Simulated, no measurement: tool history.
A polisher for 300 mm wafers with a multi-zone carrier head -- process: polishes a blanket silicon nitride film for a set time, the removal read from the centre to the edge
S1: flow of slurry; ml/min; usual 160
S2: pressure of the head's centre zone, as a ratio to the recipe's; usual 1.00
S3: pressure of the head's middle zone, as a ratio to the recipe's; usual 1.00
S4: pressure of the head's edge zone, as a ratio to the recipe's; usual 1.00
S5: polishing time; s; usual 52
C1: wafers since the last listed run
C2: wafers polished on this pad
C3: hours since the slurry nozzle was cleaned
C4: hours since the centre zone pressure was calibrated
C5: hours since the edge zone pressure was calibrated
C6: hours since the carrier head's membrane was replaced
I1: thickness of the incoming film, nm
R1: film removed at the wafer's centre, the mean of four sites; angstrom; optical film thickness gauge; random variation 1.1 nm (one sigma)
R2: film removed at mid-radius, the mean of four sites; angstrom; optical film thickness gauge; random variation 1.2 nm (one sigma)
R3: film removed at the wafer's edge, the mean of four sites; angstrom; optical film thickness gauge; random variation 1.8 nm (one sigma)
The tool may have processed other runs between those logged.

run 1 hour=0.0 | S1=160 S2=1.00 S3=1.00 S4=1.00 S5=52 | C1=0 C2=1807 C3=273.7 C4=91.0 C5=86.0 C6=841.5 | I1=696.4 | R1=1356 R2=1344 R3=1320
-- hour=63.7 worn pad replaced by a new one
run 2 hour=64.2 | S1=160 S2=1.00 S3=1.00 S4=1.00 S5=52 | C1=683 C2=5 C3=337.9 C4=155.2 C5=150.2 C6=905.7 | I1=709.4 | R1=1359 R2=1325 R3=1329
run 3 hour=92.9 | S1=160 S2=1.00 S3=1.00 S4=1.00 S5=52 | C1=325 C2=331 C3=366.6 C4=183.9 C5=178.9 C6=934.4 | I1=700.1 | R1=1369 R2=1355 R3=1331
run 4 hour=134.1 | S1=160 S2=1.00 S3=1.00 S4=1.00 S5=52 | C1=467 C2=799 C3=407.8 C4=225.1 C5=220.1 C6=975.6 | I1=697.9 | R1=1393 R2=1338 R3=1316
-- hour=184.9 slurry nozzle cleaned
run 5 hour=194.0 | S1=160 S2=1.00 S3=1.00 S4=1.00 S5=52 | C1=668 C2=1468 C3=9.1 C4=285.0 C5=280.0 C6=1035.5 | I1=689.9 | R1=1413 R2=1345 R3=1326
run 6 hour=251.2 | S1=160 S2=1.00 S3=1.00 S4=1.00 S5=52 | C1=649 C2=2118 C3=66.3 C4=342.2 C5=337.2 C6=1092.7 | I1=706.4 | R1=1401 R2=1340 R3=1316
-- hour=278.0 worn pad replaced by a new one
run 7 hour=306.0 | S1=160 S2=1.00 S3=1.00 S4=1.00 S5=42 | C1=576 C2=317 C3=121.1 C4=397.0 C5=392.0 C6=1147.5 | I1=688.7 | R1=1152 R2=1080 R3=1082
run 8 hour=336.3 | S1=160 S2=1.00 S3=1.00 S4=1.00 S5=42 | C1=344 C2=662 C3=151.4 C4=427.3 C5=422.3 C6=1177.8 | I1=692.7 | R1=1163 R2=1072 R3=1062
run 9 hour=374.3 | S1=160 S2=1.00 S3=1.00 S4=1.00 S5=42 | C1=431 C2=1093 C3=189.4 C4=465.3 C5=460.3 C6=1215.8 | I1=687.2 | R1=1173 R2=1087 R3=1060
-- hour=386.7 centre zone pressure recalibrated
-- hour=399.5 carrier head's membrane replaced by a new one
run 10 hour=428.7 | S1=160 S2=0.94 S3=1.00 S4=1.00 S5=52 | C1=538 C2=1631 C3=243.8 C4=42.0 C5=514.7 C6=29.2 | I1=701.4 | R1=1249 R2=1318 R3=1325
-- hour=447.9 edge zone pressure recalibrated
run 11 hour=467.5 | S1=160 S2=1.00 S3=1.00 S4=1.00 S5=37 | C1=417 C2=2049 C3=282.6 C4=80.8 C5=19.6 C6=68.0 | I1=703.0 | R1=952 R2=938 R3=935
-- hour=486.7 worn pad replaced by a new one
run 12 hour=491.7 | S1=140 S2=0.91 S3=1.06 S4=0.90 S5=52 | C1=229 C2=56 C3=306.8 C4=105.0 C5=43.8 C6=92.2 | I1=706.1 | R1=1180 R2=1376 R3=1217
run 13 hour=551.1 | S1=125 S2=1.00 S3=1.00 S4=1.00 S5=65 | C1=674 C2=731 C3=366.2 C4=164.4 C5=103.2 C6=151.6 | I1=712.6 | R1=1636 R2=1613 R3=1599
run 14 hour=613.2 | S1=160 S2=1.00 S3=1.00 S4=1.00 S5=42 | C1=705 C2=1436 C3=428.3 C4=226.5 C5=165.3 C6=213.7 | I1=707.9 | R1=1112 R2=1078 R3=1083
run 15 hour=645.2 | S1=160 S2=0.95 S3=0.91 S4=1.00 S5=52 | C1=363 C2=1800 C3=460.3 C4=258.5 C5=197.3 C6=245.7 | I1=700.8 | R1=1322 R2=1274 R3=1297
-- hour=651.7 slurry nozzle cleaned
run 16 hour=710.4 | S1=160 S2=1.00 S3=1.00 S4=1.00 S5=52 | C1=729 C2=2529 C3=58.7 C4=323.7 C5=262.5 C6=310.9 | I1=710.0 | R1=1396 R2=1332 R3=1311
-- hour=725.0 worn pad replaced by a new one
run 17 hour=751.0 | S1=135 S2=1.00 S3=1.00 S4=1.06 S5=52 | C1=415 C2=294 C3=99.3 C4=364.3 C5=303.1 C6=351.5 | I1=696.9 | R1=1362 R2=1314 R3=1304
run 18 hour=827.2 | S1=160 S2=1.10 S3=1.06 S4=1.00 S5=52 | C1=865 C2=1160 C3=175.5 C4=440.5 C5=379.3 C6=427.7 | I1=702.7 | R1=1547 R2=1349 R3=1340
-- hour=847.6 centre zone pressure recalibrated
run 19 hour=854.2 | S1=180 S2=1.07 S3=0.95 S4=1.00 S5=52 | C1=283 C2=1444 C3=202.5 C4=6.6 C5=406.3 C6=454.7 | I1=693.7 | R1=1445 R2=1329 R3=1352
run 20 hour=921.0 | S1=160 S2=0.95 S3=0.91 S4=1.00 S5=52 | C1=758 C2=2202 C3=269.3 C4=73.4 C5=473.1 C6=521.5 | I1=696.5 | R1=1254 R2=1249 R3=1366
run 21 hour=954.8 | S1=160 S2=1.00 S3=1.00 S4=1.00 S5=52 | C1=383 C2=2586 C3=303.1 C4=107.2 C5=506.9 C6=555.3 | I1=700.4 | R1=1339 R2=1336 R3=1320
-- hour=964.4 worn pad replaced by a new one
-- hour=1000.8 edge zone pressure recalibrated
run 22 hour=1019.3 | S1=160 S2=1.00 S3=1.00 S4=1.00 S5=52 | C1=664 C2=600 C3=367.6 C4=171.7 C5=18.5 C6=619.8 | I1=686.7 | R1=1358 R2=1329 R3=1286

What the log doesn't show, run by run:
removal rate lost through wear of the pad, %: 0 at every run
slurry flow missing at the pad, %: 0 at every run
deviation of the edge zone's pressure from its setpoint, %: 0 at every run
H1: deviation of the centre zone's pressure from its setpoint, %
run=1 H1=2.45
run=2 H1=3.5
run=3 H1=3.97
run=4 H1=4.64
run=5 H1=5.62
run=6 H1=6.55
run=7 H1=7.45
run=8 H1=7.95
run=9 H1=8.57
run=10 H1=0.194
run=11 H1=0.828
run=12 H1=1.22
run=13 H1=2.19
run=14 H1=3.21
run=15 H1=3.73
run=16 H1=4.8
run=17 H1=5.46
run=18 H1=6.71
run=19 H1=-1.04
run=20 H1=0.0526
run=21 H1=0.605
run=22 H1=1.66
